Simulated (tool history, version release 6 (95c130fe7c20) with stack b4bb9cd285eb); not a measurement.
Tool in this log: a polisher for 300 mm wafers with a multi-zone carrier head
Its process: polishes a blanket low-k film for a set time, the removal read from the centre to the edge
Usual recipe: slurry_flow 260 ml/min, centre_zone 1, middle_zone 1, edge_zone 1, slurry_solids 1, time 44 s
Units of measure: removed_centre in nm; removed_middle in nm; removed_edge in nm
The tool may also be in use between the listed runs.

run	day	slurry_flow	centre_zone	middle_zone	edge_zone	slurry_solids	time	incoming thickness of the incoming film, nm	removed_centre	removed_middle	removed_edge
1	0	220	1	1	1	1	44	350.9	17.2	17.9	19.5
2	3.921	260	1	1	1	1	44	351.9	17.8	18.9	20.1
3	6.758	260	1	1	1	1	44	348.1	17.8	18.7	19.9
# day 7.829: worn pad replaced by a new one
4	8.554	260	1	1	1	1	44	356.4	17.5	18.3	19.2
# day 11.375: edge zone pressure recalibrated
# day 12.662: carrier head's membrane replaced by a new one
5	12.738	260	1	1	0.97	1.25	44	349.5	18.6	19.6	20.7
# day 13.779: slurry nozzle cleaned
6	15.2	260	1.06	1	1	1.25	44	353.6	24.3	23.9	23.5
7	17.154	260	1	0.93	0.9	1	44	346.1	20.6	20.2	21.3
8	18.829	260	1	1	1	1	44	349.4	20.4	21	21.9
9	21.196	260	1	1	1	1	44	349.4	20.1	20.4	21.1
10	24.562	260	1	1	1	1	44	349.2	18.8	20.2	20.4
11	26.333	260	1	1	1	1.15	44	347.9	19.5	20.8	21.1
# day 28.712: centre zone pressure recalibrated
12	28.862	260	1	1	1.07	0.85	55	350.3	21.5	22.4	24.6
13	32.421	260	1	1	1	1	44	350.6	17.6	18.4	19.9
# day 33.75: worn pad replaced by a new one
14	34.238	260	1	1	1	1	31	350.8	12.3	12.8	13.7
15	35.792	225	1	1.06	0.89	1.2	44	345.7	16.7	18.5	18.4
# day 39.825: slurry nozzle cleaned
16	39.846	260	1.05	1	1	1	35	345.7	18	17.4	17.6
17	43.312	260	1	1	1	1	54	345.6	25.4	25.8	27
18	45.933	260	1.04	1.06	1	1	44	355.2	20.8	21.7	21.5
# day 47.338: edge zone pressure recalibrated
19	48.238	320	1	1.05	1	1	44	351.1	20.5	21.8	21.5
20	51.758	345	0.94	1	0.89	1	36	353.7	15.8	17.4	16.2
21	56.083	260	1.04	1	0.89	1	44	348.7	18.1	18.3	18.8

Consider 5 possible next runs. They are alternatives, not a sequence: every one starts from the tool as it was left by run 21. What does each give?
A	56.1	260	1	1.1	1	1	44	346.2	?	?	?
B	56.1	225	1.12	1	1.05	1	44	346.2	?	?	?
C	56.1	260	0.95	1	1	1	44	346.2	?	?	?
D	56.1	260	1	1	1	1	37	346.2	?	?	?
E	56.1	260	1	1	1.1	1	44	346.2	?	?	?

run	removed_centre	removed_middle	removed_edge
A	17.2	19.7	19.3
B	17.5	16.8	18.8
C	16.3	18.1	19.3
D	14.4	15.3	16.2
E	17.2	18.1	20.2
What these runs would have given with no unlogged condition in the tool:
run	removed_centre	removed_middle	removed_edge
A	21.7	24.2	22.3
B	23.6	21.7	22.4
C	20.6	22.3	22.4
D	18.3	18.8	18.8
E	21.7	22.3	23.4

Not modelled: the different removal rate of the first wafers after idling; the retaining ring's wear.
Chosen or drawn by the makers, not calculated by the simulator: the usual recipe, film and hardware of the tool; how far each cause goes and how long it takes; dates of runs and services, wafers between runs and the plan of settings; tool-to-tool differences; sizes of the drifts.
